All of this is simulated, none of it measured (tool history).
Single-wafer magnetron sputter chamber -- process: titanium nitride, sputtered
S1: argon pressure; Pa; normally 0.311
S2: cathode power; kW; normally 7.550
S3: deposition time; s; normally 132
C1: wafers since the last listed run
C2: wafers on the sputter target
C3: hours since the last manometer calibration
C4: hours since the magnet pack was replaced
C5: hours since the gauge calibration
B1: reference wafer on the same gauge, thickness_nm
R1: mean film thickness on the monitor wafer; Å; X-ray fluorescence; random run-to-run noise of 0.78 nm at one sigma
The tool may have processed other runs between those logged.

run,hour,S1,S2,S3,C1,C2,C3,C4,C5,B1,R1
1,0.0,0.259,7.550,132,0,4943,2371.3,10304.8,475.9,164.968,1790.42
2,25.6,0.259,7.550,132,174,5117,2396.9,10330.4,501.5,164.839,1784.13
3,50.5,0.311,7.550,132,169,5286,2421.8,10355.3,526.4,165.122,1762.24
4,82.2,0.311,7.550,132,215,5502,2453.5,10387.0,558.1,164.951,1767.34
5,106.9,0.311,7.550,132,168,5670,2478.2,10411.7,582.8,164.977,1757.50
6,127.2,0.311,7.550,119,138,5808,2498.5,10432.0,603.1,165.414,1580.43
7,143.3,0.311,7.550,119,109,5918,2514.6,10448.1,619.2,165.185,1594.22
8,173.4,0.311,7.550,119,204,6123,2544.7,10478.2,649.3,164.889,1571.10
9,191.1,0.311,7.550,132,120,6243,2562.4,10495.9,667.0,164.936,1761.08
10,210.2,0.311,7.550,132,129,6373,2581.5,10515.0,686.1,165.263,1773.15
# hour 232.6: gauge calibrated
11,260.3,0.311,7.550,132,340,6714,2631.6,10565.1,27.7,165.023,1771.84
# hour 278.1: capacitance manometer re-zeroed and calibrated
12,278.6,0.311,8.000,146,70,6784,0.5,10583.4,46.0,164.925,2063.41
# hour 317.5: sputter target and shields replaced
13,318.0,0.311,8.000,146,213,3,39.9,10622.8,85.4,165.125,2059.56
14,324.3,0.311,7.550,132,42,46,46.2,10629.1,91.7,164.747,1768.49
15,341.3,0.311,7.550,132,115,161,63.2,10646.1,108.7,164.932,1763.42
16,359.8,0.410,6.100,132,125,287,81.7,10664.6,127.2,164.943,1379.68
17,382.2,0.311,7.550,132,152,440,104.1,10687.0,149.6,164.904,1774.47
# hour 418.5: magnet pack replaced
18,478.8,0.395,8.400,157,603,1043,200.7,60.3,246.2,164.577,2282.24
19,496.6,0.423,7.550,153,121,1164,218.5,78.1,264.0,164.865,1982.33
20,528.6,0.395,8.300,132,217,1382,250.5,110.1,296.0,164.886,1896.21
21,557.6,0.424,7.550,132,197,1579,279.5,139.1,325.0,165.260,1717.11
22,570.6,0.311,6.600,132,88,1668,292.5,152.1,338.0,165.135,1535.37
23,593.1,0.209,6.650,150,153,1821,315.0,174.6,360.5,164.856,1807.43
24,623.9,0.187,5.750,142,209,2030,345.8,205.4,391.3,164.903,1504.65
25,658.5,0.311,5.900,112,235,2266,380.4,240.0,425.9,165.124,1168.16
26,671.1,0.311,7.550,123,85,2352,393.0,252.6,438.5,164.845,1638.95

Branching from run 26: 3 alternative next runs. What would each branch give?
A,671.5,0.311,6.800,132,2,2354,393.4,253.0,438.9,?,?
B,671.5,0.311,5.850,112,2,2354,393.4,253.0,438.9,?,?
C,671.5,0.311,7.550,145,2,2354,393.4,253.0,438.9,?,?

run,B1,R1
A,164.640,1580.03
B,164.640,1153.34
C,164.640,1927.07
Without the tool's hidden state the same runs would have given:
run,R1
A,1580.03
B,1153.34
C,1927.07
